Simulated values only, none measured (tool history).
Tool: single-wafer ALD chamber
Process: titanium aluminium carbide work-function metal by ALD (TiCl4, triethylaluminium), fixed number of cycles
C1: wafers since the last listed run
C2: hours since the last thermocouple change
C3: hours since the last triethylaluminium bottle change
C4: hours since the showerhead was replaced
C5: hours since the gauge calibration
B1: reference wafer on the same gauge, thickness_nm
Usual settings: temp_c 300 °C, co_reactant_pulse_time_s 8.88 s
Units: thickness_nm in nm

{"run": 1, "hour": 0.0, "temp_c": 300, "co_reactant_pulse_time_s": 8.88, "C1": 0, "C2": 1374.1, "C3": 493.4, "C4": 4010.3, "C5": 62.7, "B1": 1.509, "thickness_nm": 1.851}
{"run": 2, "hour": 65.2, "temp_c": 300, "co_reactant_pulse_time_s": 8.88, "C1": 640, "C2": 1439.3, "C3": 558.6, "C4": 4075.5, "C5": 127.9, "B1": 1.51, "thickness_nm": 1.854}
{"run": 3, "hour": 104.3, "temp_c": 300, "co_reactant_pulse_time_s": 8.88, "C1": 383, "C2": 1478.4, "C3": 597.7, "C4": 4114.6, "C5": 167.0, "B1": 1.509, "thickness_nm": 1.841}
{"run": 4, "hour": 157.1, "temp_c": 300, "co_reactant_pulse_time_s": 8.88, "C1": 518, "C2": 1531.2, "C3": 650.5, "C4": 4167.4, "C5": 219.8, "B1": 1.51, "thickness_nm": 1.856}
{"run": 5, "hour": 217.4, "temp_c": 291, "co_reactant_pulse_time_s": 8.88, "C1": 592, "C2": 1591.5, "C3": 710.8, "C4": 4227.7, "C5": 280.1, "B1": 1.51, "thickness_nm": 1.769}
{"run": 6, "hour": 257.6, "temp_c": 291, "co_reactant_pulse_time_s": 8.88, "C1": 394, "C2": 1631.7, "C3": 751.0, "C4": 4267.9, "C5": 320.3, "B1": 1.51, "thickness_nm": 1.774}
{"run": 7, "hour": 328.1, "temp_c": 300, "co_reactant_pulse_time_s": 6.12, "C1": 692, "C2": 1702.2, "C3": 821.5, "C4": 4338.4, "C5": 390.8, "B1": 1.509, "thickness_nm": 1.734}
{"hour": 378.8, "done": "showerhead replaced"}
{"run": 8, "hour": 399.7, "temp_c": 300, "co_reactant_pulse_time_s": 8.88, "C1": 624, "C2": 1773.8, "C3": 893.1, "C4": 20.9, "C5": 462.4, "B1": 1.509, "thickness_nm": 1.85}
{"run": 9, "hour": 448.3, "temp_c": 296, "co_reactant_pulse_time_s": 11.06, "C1": 477, "C2": 1822.4, "C3": 941.7, "C4": 69.5, "C5": 511.0, "B1": 1.51, "thickness_nm": 1.864}
{"run": 10, "hour": 493.6, "temp_c": 288, "co_reactant_pulse_time_s": 8.88, "C1": 444, "C2": 1867.7, "C3": 987.0, "C4": 114.8, "C5": 556.3, "B1": 1.51, "thickness_nm": 1.743}
{"run": 11, "hour": 539.1, "temp_c": 315, "co_reactant_pulse_time_s": 6.33, "C1": 446, "C2": 1913.2, "C3": 1032.5, "C4": 160.3, "C5": 601.8, "B1": 1.51, "thickness_nm": 1.889}
{"run": 12, "hour": 590.7, "temp_c": 300, "co_reactant_pulse_time_s": 8.88, "C1": 506, "C2": 1964.8, "C3": 1084.1, "C4": 211.9, "C5": 653.4, "B1": 1.511, "thickness_nm": 1.856}
{"hour": 629.0, "done": "thermocouple changed; heater temperature recalibrated"}
{"hour": 633.7, "done": "gauge calibrated"}
{"hour": 649.1, "done": "triethylaluminium bottle replaced"}
{"run": 13, "hour": 649.6, "temp_c": 291, "co_reactant_pulse_time_s": 8.88, "C1": 421, "C2": 20.6, "C3": 0.5, "C4": 270.8, "C5": 15.9, "B1": 1.511, "thickness_nm": 1.776}
{"run": 14, "hour": 789.4, "temp_c": 313, "co_reactant_pulse_time_s": 8.88, "C1": 1372, "C2": 160.4, "C3": 140.3, "C4": 410.6, "C5": 155.7, "B1": 1.51, "thickness_nm": 1.972}
{"run": 15, "hour": 858.3, "temp_c": 294, "co_reactant_pulse_time_s": 11.87, "C1": 676, "C2": 229.3, "C3": 209.2, "C4": 479.5, "C5": 224.6, "B1": 1.51, "thickness_nm": 1.853}

3 ways to go on from here, each from the tool as it stands after run 15. What would each give?
{"run": "A", "hour": 858.7, "temp_c": 300, "co_reactant_pulse_time_s": 8.88, "C1": 3, "C2": 229.7, "C3": 209.6, "C4": 479.9, "C5": 225.0, "B1": "?", "thickness_nm": "?"}
{"run": "B", "hour": 858.7, "temp_c": 289, "co_reactant_pulse_time_s": 8.88, "C1": 3, "C2": 229.7, "C3": 209.6, "C4": 479.9, "C5": 225.0, "B1": "?", "thickness_nm": "?"}
{"run": "C", "hour": 858.7, "temp_c": 300, "co_reactant_pulse_time_s": 9.86, "C1": 3, "C2": 229.7, "C3": 209.6, "C4": 479.9, "C5": 225.0, "B1": "?", "thickness_nm": "?"}

run=A B1=1.510 thickness_nm=1.855
run=B B1=1.510 thickness_nm=1.755
run=C B1=1.510 thickness_nm=1.877
Without the tool's hidden state the same runs would have given:
run=A thickness_nm=1.855
run=B thickness_nm=1.755
run=C thickness_nm=1.877
